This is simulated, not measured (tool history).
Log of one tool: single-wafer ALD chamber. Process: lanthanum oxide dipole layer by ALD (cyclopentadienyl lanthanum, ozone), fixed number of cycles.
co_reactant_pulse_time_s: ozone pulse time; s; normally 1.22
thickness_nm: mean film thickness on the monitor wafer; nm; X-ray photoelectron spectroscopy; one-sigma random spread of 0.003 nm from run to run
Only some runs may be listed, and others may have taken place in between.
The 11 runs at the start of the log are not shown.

| run | hour | co_reactant_pulse_time_s | read-back reference wafer on the same gauge, thickness_nm | thickness_nm |
|---|---|---|---|---|
| 12 | 147.3 | 1.22 | 0.523 | 0.537 |
|  | 162.9 | ozone generator serviced |
| 13 | 163.4 | 1.22 | 0.523 | 0.564 |
| 14 | 166.2 | 1.22 | 0.523 | 0.551 |
| 15 | 172.9 | 1.22 | 0.523 | 0.551 |
| 16 | 184.5 | 0.85 | 0.524 | 0.453 |
| 17 | 192.9 | 1.69 | 0.524 | 0.6 |
|  | 212.1 | showerhead replaced |
| 18 | 212.6 | 0.76 | 0.523 | 0.405 |
|  | 212.7 | gauge calibrated |
| 19 | 224.4 | 1.6 | 0.523 | 0.596 |
| 20 | 237.2 | 1.41 | 0.523 | 0.578 |
| 21 | 243.3 | 1.34 | 0.524 | 0.567 |
|  | 258.2 | thermocouple changed; heater temperature recalibrated |
| 22 | 258.7 | 0.93 | 0.523 | 0.481 |
| 23 | 264.4 | 0.73 | 0.523 | 0.386 |
| 24 | 279.3 | 1.02 | 0.524 | 0.516 |
| 25 | 288.4 | 1.22 | 0.523 | 0.56 |
| 26 | 330.3 | 1.04 | 0.523 | 0.522 |
| 27 | 337.7 | 0.98 | 0.522 | 0.499 |
| 28 | 351.5 | 1.22 | 0.523 | 0.558 |
| 29 | 361.6 | 1 | 0.523 | 0.505 |
| 30 | 373.3 | 0.96 | 0.523 | 0.495 |
| 31 | 390.7 | 1.22 | 0.523 | 0.555 |
| 32 | 403.7 | 1.51 | 0.523 | 0.585 |
| 33 | 418.2 | 1.05 | 0.523 | 0.523 |
| 34 | 428.2 | 1.5 | 0.523 | 0.582 |
| 35 | 439.6 | 1.22 | 0.523 | 0.553 |

Below are 3 alternative next runs, each starting from the tool's condition after run 35. Predict each:
| A | 440 | 1.22 | ? | ? |
| B | 440 | 1.03 | ? | ? |
| C | 440 | 0.92 | ? | ? |

| run | read-back reference wafer on the same gauge, thickness_nm | thickness_nm |
|---|---|---|
| A | 0.523 | 0.553 |
| B | 0.523 | 0.513 |
| C | 0.523 | 0.477 |
Without the tool's hidden state the same runs would have given:
| run | thickness_nm |
|---|---|
| A | 0.556 |
| B | 0.517 |
| C | 0.481 |

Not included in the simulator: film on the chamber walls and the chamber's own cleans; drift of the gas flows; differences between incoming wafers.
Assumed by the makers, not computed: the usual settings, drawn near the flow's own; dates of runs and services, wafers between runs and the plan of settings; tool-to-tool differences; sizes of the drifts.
